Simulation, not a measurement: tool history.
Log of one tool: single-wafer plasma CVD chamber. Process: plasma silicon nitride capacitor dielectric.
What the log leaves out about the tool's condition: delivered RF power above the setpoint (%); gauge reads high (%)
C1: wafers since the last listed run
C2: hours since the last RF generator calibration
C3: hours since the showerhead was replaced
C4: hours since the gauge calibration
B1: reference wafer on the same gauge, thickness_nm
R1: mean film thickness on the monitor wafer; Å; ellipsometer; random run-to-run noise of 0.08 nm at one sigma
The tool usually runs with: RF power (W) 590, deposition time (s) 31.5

run 1 day=0 | RF_power_(W)=590 deposition_time_(s)=28 | C1=0 C2=1544.1 C3=5471.3 C4=329 | B1=57.824 | R1=463.3
run 2 day=0.696 | RF_power_(W)=590 deposition_time_(s)=34.9 | C1=402 C2=1560.8 C3=5488 C4=345.7 | B1=57.797 | R1=575.75
run 3 day=1.15 | RF_power_(W)=590 deposition_time_(s)=34.9 | C1=262 C2=1571.7 C3=5498.9 C4=356.6 | B1=57.792 | R1=577.87
run 4 day=1.521 | RF_power_(W)=590 deposition_time_(s)=34.9 | C1=214 C2=1580.6 C3=5507.8 C4=365.5 | B1=57.791 | R1=575.75
run 5 day=2.033 | RF_power_(W)=590 deposition_time_(s)=31.5 | C1=296 C2=1592.9 C3=5520.1 C4=377.8 | B1=57.842 | R1=520.33
run 6 day=2.721 | RF_power_(W)=590 deposition_time_(s)=31.5 | C1=397 C2=1609.4 C3=5536.6 C4=394.3 | B1=57.804 | R1=519.43
run 7 day=3.346 | RF_power_(W)=590 deposition_time_(s)=31.5 | C1=361 C2=1624.4 C3=5551.6 C4=409.3 | B1=57.768 | R1=519.83
run 8 day=3.692 | RF_power_(W)=590 deposition_time_(s)=31.5 | C1=200 C2=1632.7 C3=5559.9 C4=417.6 | B1=57.796 | R1=520.52
run 9 day=4.092 | RF_power_(W)=590 deposition_time_(s)=31.5 | C1=231 C2=1642.3 C3=5569.5 C4=427.2 | B1=57.83 | R1=518.5
-- day=5.317 RF generator calibrated
run 10 day=5.65 | RF_power_(W)=590 deposition_time_(s)=31.5 | C1=708 C2=8 C3=5606.9 C4=464.6 | B1=57.795 | R1=529.59
run 11 day=5.929 | RF_power_(W)=590 deposition_time_(s)=31.5 | C1=161 C2=14.7 C3=5613.6 C4=471.3 | B1=57.782 | R1=530.43
run 12 day=6.638 | RF_power_(W)=590 deposition_time_(s)=31.5 | C1=409 C2=31.7 C3=5630.6 C4=488.3 | B1=57.793 | R1=529.83
run 13 day=7.271 | RF_power_(W)=590 deposition_time_(s)=31.5 | C1=366 C2=46.9 C3=5645.8 C4=503.5 | B1=57.834 | R1=529.88
-- day=7.421 gauge calibrated
run 14 day=7.612 | RF_power_(W)=590 deposition_time_(s)=31.5 | C1=197 C2=55.1 C3=5654 C4=4.6 | B1=57.788 | R1=531.84
run 15 day=7.979 | RF_power_(W)=495 deposition_time_(s)=28.7 | C1=212 C2=63.9 C3=5662.8 C4=13.4 | B1=57.814 | R1=460.64
run 16 day=8.321 | RF_power_(W)=495 deposition_time_(s)=28.7 | C1=197 C2=72.1 C3=5671 C4=21.6 | B1=57.803 | R1=462.73
run 17 day=8.825 | RF_power_(W)=590 deposition_time_(s)=31.5 | C1=291 C2=84.2 C3=5683.1 C4=33.7 | B1=57.785 | R1=531.22
-- day=9.525 showerhead replaced
run 18 day=9.542 | RF_power_(W)=590 deposition_time_(s)=31.5 | C1=221 C2=101.4 C3=0.4 C4=50.9 | B1=57.801 | R1=530.44
run 19 day=9.817 | RF_power_(W)=655 deposition_time_(s)=27.9 | C1=159 C2=108 C3=7 C4=57.5 | B1=57.835 | R1=481.18
run 20 day=10.154 | RF_power_(W)=590 deposition_time_(s)=31.5 | C1=195 C2=116.1 C3=15.1 C4=65.6 | B1=57.809 | R1=530.22
run 21 day=10.467 | RF_power_(W)=590 deposition_time_(s)=31.5 | C1=180 C2=123.6 C3=22.6 C4=73.1 | B1=57.808 | R1=530.54
run 22 day=10.929 | RF_power_(W)=505 deposition_time_(s)=25.9 | C1=267 C2=134.7 C3=33.7 C4=84.2 | B1=57.825 | R1=418.5
run 23 day=11.325 | RF_power_(W)=520 deposition_time_(s)=31.5 | C1=229 C2=144.2 C3=43.2 C4=93.7 | B1=57.841 | R1=513.53
run 24 day=11.721 | RF_power_(W)=590 deposition_time_(s)=31.5 | C1=229 C2=153.7 C3=52.7 C4=103.2 | B1=57.802 | R1=528.91
run 25 day=11.996 | RF_power_(W)=495 deposition_time_(s)=36.2 | C1=159 C2=160.3 C3=59.3 C4=109.8 | B1=57.778 | R1=581.46
run 26 day=12.433 | RF_power_(W)=590 deposition_time_(s)=34.1 | C1=253 C2=170.8 C3=69.8 C4=120.3 | B1=57.797 | R1=573.65
run 27 day=12.704 | RF_power_(W)=680 deposition_time_(s)=27.4 | C1=156 C2=177.3 C3=76.3 C4=126.8 | B1=57.827 | R1=478.6
run 28 day=13.004 | RF_power_(W)=490 deposition_time_(s)=29.7 | C1=173 C2=184.5 C3=83.5 C4=134 | B1=57.815 | R1=476.13
run 29 day=13.529 | RF_power_(W)=590 deposition_time_(s)=31.5 | C1=303 C2=197.1 C3=96.1 C4=146.6 | B1=57.807 | R1=529.59
run 30 day=13.996 | RF_power_(W)=635 deposition_time_(s)=37 | C1=269 C2=208.3 C3=107.3 C4=157.8 | B1=57.798 | R1=633.91
run 31 day=14.267 | RF_power_(W)=555 deposition_time_(s)=29.8 | C1=156 C2=214.8 C3=113.8 C4=164.3 | B1=57.802 | R1=493.98
run 32 day=14.683 | RF_power_(W)=590 deposition_time_(s)=25.9 | C1=241 C2=224.8 C3=123.8 C4=174.3 | B1=57.8 | R1=435.33
run 33 day=15.208 | RF_power_(W)=680 deposition_time_(s)=28.9 | C1=303 C2=237.4 C3=136.4 C4=186.9 | B1=57.79 | R1=505.3
run 34 day=15.8 | RF_power_(W)=590 deposition_time_(s)=37.6 | C1=342 C2=251.6 C3=150.6 C4=201.1 | B1=57.805 | R1=633.11
run 35 day=16.296 | RF_power_(W)=695 deposition_time_(s)=27.1 | C1=286 C2=263.5 C3=162.5 C4=213 | B1=57.814 | R1=475.88
run 36 day=16.604 | RF_power_(W)=590 deposition_time_(s)=31.5 | C1=178 C2=270.9 C3=169.9 C4=220.4 | B1=57.81 | R1=528.37
run 37 day=17.096 | RF_power_(W)=590 deposition_time_(s)=31.5 | C1=284 C2=282.7 C3=181.7 C4=232.2 | B1=57.8 | R1=530.41
run 38 day=17.521 | RF_power_(W)=590 deposition_time_(s)=31.5 | C1=245 C2=292.9 C3=191.9 C4=242.4 | B1=57.816 | R1=528.52
run 39 day=17.925 | RF_power_(W)=590 deposition_time_(s)=31.5 | C1=233 C2=302.6 C3=201.6 C4=252.1 | B1=57.793 | R1=530.01
run 40 day=18.246 | RF_power_(W)=525 deposition_time_(s)=27.8 | C1=185 C2=310.3 C3=209.3 C4=259.8 | B1=57.793 | R1=452.76
run 41 day=18.862 | RF_power_(W)=590 deposition_time_(s)=31.5 | C1=356 C2=325.1 C3=224.1 C4=274.6 | B1=57.817 | R1=528.55
run 42 day=19.742 | RF_power_(W)=545 deposition_time_(s)=27.8 | C1=508 C2=346.2 C3=245.2 C4=295.7 | B1=57.831 | R1=457.7
run 43 day=20.938 | RF_power_(W)=590 deposition_time_(s)=31.5 | C1=691 C2=374.9 C3=273.9 C4=324.4 | B1=57.822 | R1=529.49

Below are 5 alternative next runs, each starting from the tool's condition after run 43. Predict each:
run A day=20.954 | RF_power_(W)=590 deposition_time_(s)=31.5 | C1=9 C2=375.3 C3=274.3 C4=324.8 | B1=? | R1=?
run B day=20.954 | RF_power_(W)=645 deposition_time_(s)=28.9 | C1=9 C2=375.3 C3=274.3 C4=324.8 | B1=? | R1=?
run C day=20.954 | RF_power_(W)=650 deposition_time_(s)=25.7 | C1=9 C2=375.3 C3=274.3 C4=324.8 | B1=? | R1=?
run D day=20.954 | RF_power_(W)=550 deposition_time_(s)=25.2 | C1=9 C2=375.3 C3=274.3 C4=324.8 | B1=? | R1=?
run E day=20.954 | RF_power_(W)=590 deposition_time_(s)=35.2 | C1=9 C2=375.3 C3=274.3 C4=324.8 | B1=? | R1=?

run=A B1=57.804 R1=529.61
run=B B1=57.804 R1=497.12
run=C B1=57.804 R1=442.96
run=D B1=57.804 R1=416.22
run=E B1=57.804 R1=591.82
Without the tool's hidden state the same runs would have given:
run=A R1=530.55
run=B R1=498.01
run=C R1=443.75
run=D R1=416.96
run=E R1=592.87

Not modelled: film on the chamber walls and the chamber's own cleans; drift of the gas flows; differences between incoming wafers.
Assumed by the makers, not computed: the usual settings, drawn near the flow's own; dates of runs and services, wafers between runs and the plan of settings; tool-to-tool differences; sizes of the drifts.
